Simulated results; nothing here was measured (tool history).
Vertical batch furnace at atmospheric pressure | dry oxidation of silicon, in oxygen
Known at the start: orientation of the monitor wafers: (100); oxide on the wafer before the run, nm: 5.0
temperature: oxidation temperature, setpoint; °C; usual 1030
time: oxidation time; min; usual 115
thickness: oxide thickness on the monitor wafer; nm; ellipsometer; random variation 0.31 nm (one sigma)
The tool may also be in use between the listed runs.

run	day	temperature	time	wafers since the last listed run	hours since the last temperature calibration	hours since the boat lift was adjusted	hours since the gauge calibration	read-back reference wafer on the same gauge, thickness	thickness
1	0	1030	115	0	2946.3	797	583.8	86.24	94.77
2	2.55	1030	80	672	3007.5	858.2	645	86.26	74.07
3	6.912	1030	80	1149	3112.2	962.9	749.7	86.12	74.16
4	9.346	1030	115	641	3170.6	1021.3	808.1	86.13	94.42
5	12.504	1030	115	832	3246.4	1097.1	883.9	86.16	94.05
6	16.1	1030	115	947	3332.7	1183.4	970.2	86.09	94.29
7	19.842	1021	115	986	3422.5	1273.2	1060	86.17	86.67
8	23.067	1021	115	850	3499.9	1350.6	1137.4	86.23	86.18
9	25.188	1021	115	559	3550.8	1401.5	1188.3	86.22	86.03
10	28.275	1045	115	813	3624.9	1475.6	1262.4	86.17	105.65
# day 33.1: thermocouples replaced and temperature profile calibrated
# day 33.579: boat lift adjusted
11	33.6	1045	115	1013	12	0.5	1390.2	86.23	107.06
12	36.4	1030	115	738	79.2	67.7	1457.4	86.2	94.94
13	38.392	1030	115	524	127	115.5	1505.2	86.16	94.86
14	42.588	1030	115	1106	227.7	216.2	1605.9	86.22	95.34
15	46.688	1030	115	1080	326.1	314.6	1704.3	86.18	94.74
16	49.875	1030	115	840	402.6	391.1	1780.8	86.15	94.05
17	51.871	1030	115	526	450.5	439	1828.7	86.13	94.96
18	56.192	1030	115	1138	554.2	542.7	1932.4	86.19	94.92
19	60.258	1020	85.5	1071	651.8	640.3	2030	86.14	71.07
20	63.083	1020	94	744	719.6	708.1	2097.8	86.06	74.87
21	66.979	1030	60.5	1026	813.1	801.6	2191.3	86.14	62.07
22	71.125	1030	157.5	1092	912.6	901.1	2290.8	86.26	115.26
23	73.671	1030	115	671	973.7	962.2	2351.9	86.21	94.08
24	77.442	1030	115	993	1064.2	1052.7	2442.4	86.14	93.23
25	79.788	1030	80	618	1120.5	1109	2498.7	86.12	73.14
26	88.029	1030	157.5	2172	1318.3	1306.8	2696.5	86.16	113.61
27	89.962	1049	115	509	1364.7	1353.2	2742.9	86.19	108.17
# day 91.129: gauge calibrated
28	92.533	1021	115	677	1426.4	1414.9	33.7	86.18	85.7
29	94.638	1041	169.5	554	1476.9	1465.4	84.2	86.26	130.46
30	97.508	1054	73.5	756	1545.8	1534.3	153.1	86.19	84.05
# day 102.408: boat lift adjusted
31	102.429	1011	76.5	1033	1663.9	0.5	271.2	86.2	61.01
32	105.692	1036	154	859	1742.2	78.8	349.5	86.21	122.04
33	109.642	1007	67.5	1041	1837	173.6	444.3	86.29	54.31
34	112.2	1030	164	674	1898.4	235	505.7	86.16	119.84
35	115.838	1030	115	958	1985.7	322.3	593	86.26	94.82
36	118.929	1030	115	814	2059.9	396.5	667.2	86.21	94.74
37	121.175	1022	60.5	591	2113.8	450.4	721.1	86.25	58.2
38	124.938	1050	115	991	2204.1	540.7	811.4	86.2	111.82
39	127.454	1013	164.5	663	2264.5	601.1	871.8	86.23	104.08
40	129.029	1039	115	415	2302.3	638.9	909.6	86.21	102.23

How the hidden state differs across the entries between the runs, from the last listed run before each to the first after it:
Between runs 10 and 11: thermocouples replaced and temperature profile calibrated (day 33.1); boat lift adjusted (day 33.579)
  true tube temperature minus thermocouple reading, K: 2.2 -> 0.00194; monitor wafer colder than the profiled boat position, K: 4.19 -> 0.132
  measured less the result without the state, thickness: -1.73 -> -0.12 nm
Between runs 27 and 28: gauge calibrated (day 91.129)
  true tube temperature minus thermocouple reading, K: 0.289 -> 0.315; monitor wafer colder than the profiled boat position, K: 3.2 -> 3.48
  measured less the result without the state, thickness: -2.55 -> -2.46 nm
Between runs 30 and 31: boat lift adjusted (day 102.408)
  true tube temperature minus thermocouple reading, K: 0.37 -> 0.428; monitor wafer colder than the profiled boat position, K: 4.07 -> 0.23
  measured less the result without the state, thickness: -2.58 -> +0.11 nm
